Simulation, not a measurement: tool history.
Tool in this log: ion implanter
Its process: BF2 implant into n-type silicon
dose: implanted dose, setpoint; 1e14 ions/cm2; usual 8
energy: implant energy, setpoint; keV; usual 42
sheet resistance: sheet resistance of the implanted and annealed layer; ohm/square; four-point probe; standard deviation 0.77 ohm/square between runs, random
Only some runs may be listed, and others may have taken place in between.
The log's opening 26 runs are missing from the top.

| run | hour | dose | energy | read-back reference wafer on the same gauge, sheet resistance | sheet resistance |
|---|---|---|---|---|---|
| 27 | 344.3 | 8 | 42 | 160.11 | 172.97 |
| 28 | 355.5 | 5.96 | 42 | 160.03 | 210.33 |
| 29 | 365.9 | 9.71 | 34 | 159.82 | 176.12 |
| 30 | 375.3 | 6.9 | 35.5 | 160.19 | 200.52 |
| 31 | 391.7 | 8 | 42 | 160.2 | 176.46 |
| 32 | 398.3 | 6.75 | 53 | 159.98 | 184.68 |
| 33 | 405.4 | 6.5 | 49.5 | 159.9 | 193.44 |
| 34 | 414 | 8 | 48 | 160.15 | 169.15 |
| 35 | 431.2 | 5.97 | 37.5 | 160.18 | 216.91 |

Below are 4 alternative next runs, each starting from the tool's condition after run 35. Predict each:
| A | 431.6 | 8 | 42 | ? | ? |
| B | 431.6 | 8 | 49 | ? | ? |
| C | 431.6 | 6.81 | 49.5 | ? | ? |
| D | 431.6 | 6.65 | 42 | ? | ? |

| run | read-back reference wafer on the same gauge, sheet resistance | sheet resistance |
|---|---|---|
| A | 159.82 | 174.57 |
| B | 159.82 | 167.09 |
| C | 159.82 | 185.28 |
| D | 159.82 | 194.64 |
Without the tool's hidden state the same runs would have given:
| run | sheet resistance |
|---|---|
| A | 173.2 |
| B | 165.58 |
| C | 183.3 |
| D | 192.71 |
